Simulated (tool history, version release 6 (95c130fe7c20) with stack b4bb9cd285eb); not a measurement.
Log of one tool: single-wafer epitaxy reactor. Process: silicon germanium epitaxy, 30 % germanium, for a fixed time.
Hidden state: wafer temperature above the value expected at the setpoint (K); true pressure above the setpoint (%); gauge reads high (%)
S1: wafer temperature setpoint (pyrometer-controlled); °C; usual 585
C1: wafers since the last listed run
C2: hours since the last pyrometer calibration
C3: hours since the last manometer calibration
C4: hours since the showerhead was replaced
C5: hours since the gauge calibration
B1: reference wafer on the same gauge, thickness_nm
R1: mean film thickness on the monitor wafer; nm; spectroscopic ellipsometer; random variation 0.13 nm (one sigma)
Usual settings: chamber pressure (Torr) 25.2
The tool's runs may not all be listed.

{"run": 1, "hour": 0.0, "S1": 585, "chamber pressure (Torr)": 25.2, "C1": 0, "C2": 792.2, "C3": 2530.3, "C4": 8050.8, "C5": 79.6, "B1": 53.126, "R1": 44.559}
{"run": 2, "hour": 34.2, "S1": 585, "chamber pressure (Torr)": 25.2, "C1": 698, "C2": 826.4, "C3": 2564.5, "C4": 8085, "C5": 113.8, "B1": 53.087, "R1": 44.423}
{"run": 3, "hour": 63.6, "S1": 585, "chamber pressure (Torr)": 25.2, "C1": 600, "C2": 855.8, "C3": 2593.9, "C4": 8114.4, "C5": 143.2, "B1": 53.115, "R1": 44.25}
{"run": 4, "hour": 83.1, "S1": 585, "chamber pressure (Torr)": 25.2, "C1": 398, "C2": 875.3, "C3": 2613.4, "C4": 8133.9, "C5": 162.7, "B1": 53.104, "R1": 44.092}
{"run": 5, "hour": 115.5, "S1": 585, "chamber pressure (Torr)": 25.2, "C1": 661, "C2": 907.7, "C3": 2645.8, "C4": 8166.3, "C5": 195.1, "B1": 53.116, "R1": 44.155}
{"run": 6, "hour": 140.1, "S1": 585, "chamber pressure (Torr)": 25.2, "C1": 502, "C2": 932.3, "C3": 2670.4, "C4": 8190.9, "C5": 219.7, "B1": 53.096, "R1": 44.245}
{"run": 7, "hour": 159.2, "S1": 585, "chamber pressure (Torr)": 25.2, "C1": 390, "C2": 951.4, "C3": 2689.5, "C4": 8210, "C5": 238.8, "B1": 53.102, "R1": 43.937}
{"run": 8, "hour": 178.4, "S1": 585, "chamber pressure (Torr)": 25.2, "C1": 392, "C2": 970.6, "C3": 2708.7, "C4": 8229.2, "C5": 258, "B1": 53.106, "R1": 44.282}
{"hour": 189.6, "done": "capacitance manometer re-zeroed and calibrated"}
{"run": 9, "hour": 204.3, "S1": 585, "chamber pressure (Torr)": 25.2, "C1": 365, "C2": 996.5, "C3": 14.7, "C4": 8255.1, "C5": 283.9, "B1": 53.066, "R1": 44.165}
{"run": 10, "hour": 224.2, "S1": 585, "chamber pressure (Torr)": 25.2, "C1": 406, "C2": 1016.4, "C3": 34.6, "C4": 8275, "C5": 303.8, "B1": 53.107, "R1": 44.266}
{"run": 11, "hour": 245.4, "S1": 585, "chamber pressure (Torr)": 23.2, "C1": 432, "C2": 1037.6, "C3": 55.8, "C4": 8296.2, "C5": 325, "B1": 53.098, "R1": 42.459}
{"run": 12, "hour": 276.2, "S1": 585, "chamber pressure (Torr)": 25.2, "C1": 629, "C2": 1068.4, "C3": 86.6, "C4": 8327, "C5": 355.8, "B1": 53.096, "R1": 43.905}
{"run": 13, "hour": 303.6, "S1": 585, "chamber pressure (Torr)": 25.2, "C1": 559, "C2": 1095.8, "C3": 114, "C4": 8354.4, "C5": 383.2, "B1": 53.107, "R1": 43.859}
{"run": 14, "hour": 328.5, "S1": 597, "chamber pressure (Torr)": 27.1, "C1": 508, "C2": 1120.7, "C3": 138.9, "C4": 8379.3, "C5": 408.1, "B1": 53.097, "R1": 58.316}
{"hour": 332.6, "done": "gauge calibrated"}
{"hour": 349.0, "done": "pyrometer calibrated"}
{"hour": 361.2, "done": "showerhead replaced"}
{"run": 15, "hour": 361.7, "S1": 598, "chamber pressure (Torr)": 20.1, "C1": 351, "C2": 12.7, "C3": 172.1, "C4": 0.5, "C5": 29.1, "B1": 53.086, "R1": 59.81}
{"run": 16, "hour": 375.1, "S1": 594, "chamber pressure (Torr)": 27.6, "C1": 273, "C2": 26.1, "C3": 185.5, "C4": 13.9, "C5": 42.5, "B1": 53.111, "R1": 64.545}
{"run": 17, "hour": 387.3, "S1": 595, "chamber pressure (Torr)": 25.2, "C1": 249, "C2": 38.3, "C3": 197.7, "C4": 26.1, "C5": 54.7, "B1": 53.115, "R1": 63.053}
{"run": 18, "hour": 399.9, "S1": 585, "chamber pressure (Torr)": 29.7, "C1": 257, "C2": 50.9, "C3": 210.3, "C4": 38.7, "C5": 67.3, "B1": 53.094, "R1": 54.898}
{"run": 19, "hour": 427.8, "S1": 598, "chamber pressure (Torr)": 28.6, "C1": 569, "C2": 78.8, "C3": 238.2, "C4": 66.6, "C5": 95.2, "B1": 53.093, "R1": 70.627}
{"hour": 456.4, "done": "pyrometer calibrated, repeated, since the last time left the tool worse"}
{"run": 20, "hour": 461.2, "S1": 585, "chamber pressure (Torr)": 25.2, "C1": 518, "C2": 4.8, "C3": 271.6, "C4": 100, "C5": 128.6, "B1": 53.106, "R1": 46.632}
{"run": 21, "hour": 476.2, "S1": 590, "chamber pressure (Torr)": 19.8, "C1": 306, "C2": 19.8, "C3": 286.6, "C4": 115, "C5": 143.6, "B1": 53.099, "R1": 46.123}
{"run": 22, "hour": 503.2, "S1": 585, "chamber pressure (Torr)": 25.2, "C1": 551, "C2": 46.8, "C3": 313.6, "C4": 142, "C5": 170.6, "B1": 53.1, "R1": 46.303}
{"run": 23, "hour": 533.2, "S1": 573, "chamber pressure (Torr)": 25.2, "C1": 612, "C2": 76.8, "C3": 343.6, "C4": 172, "C5": 200.6, "B1": 53.101, "R1": 35.72}
{"run": 24, "hour": 553.0, "S1": 592, "chamber pressure (Torr)": 29.4, "C1": 404, "C2": 96.6, "C3": 363.4, "C4": 191.8, "C5": 220.4, "B1": 53.105, "R1": 57.849}
{"run": 25, "hour": 579.8, "S1": 585, "chamber pressure (Torr)": 25.2, "C1": 547, "C2": 123.4, "C3": 390.2, "C4": 218.6, "C5": 247.2, "B1": 53.103, "R1": 46.129}
{"run": 26, "hour": 603.9, "S1": 585, "chamber pressure (Torr)": 25.2, "C1": 492, "C2": 147.5, "C3": 414.3, "C4": 242.7, "C5": 271.3, "B1": 53.123, "R1": 46.164}

Measured less the same run without the tool's hidden state. The same run-to-run variation is in both; the gauge's scatter may not be:
run=1 R1=-1.949
run=2 R1=-2.017
run=3 R1=-2.073
run=4 R1=-2.108
run=5 R1=-2.181
run=6 R1=-2.239
run=7 R1=-2.265
run=8 R1=-2.324
run=9 R1=-2.375
run=10 R1=-2.424
run=11 R1=-2.369
run=12 R1=-2.517
run=13 R1=-2.574
run=14 R1=-3.382
run=15 R1=+5.25
run=16 R1=+5.687
run=17 R1=+5.51
run=18 R1=+4.891
run=19 R1=+6.01
run=20 R1=+0.141
run=21 R1=+0.106
run=22 R1=+0.05
run=23 R1=-0.012
run=24 R1=-0.07
run=25 R1=-0.115
run=26 R1=-0.167
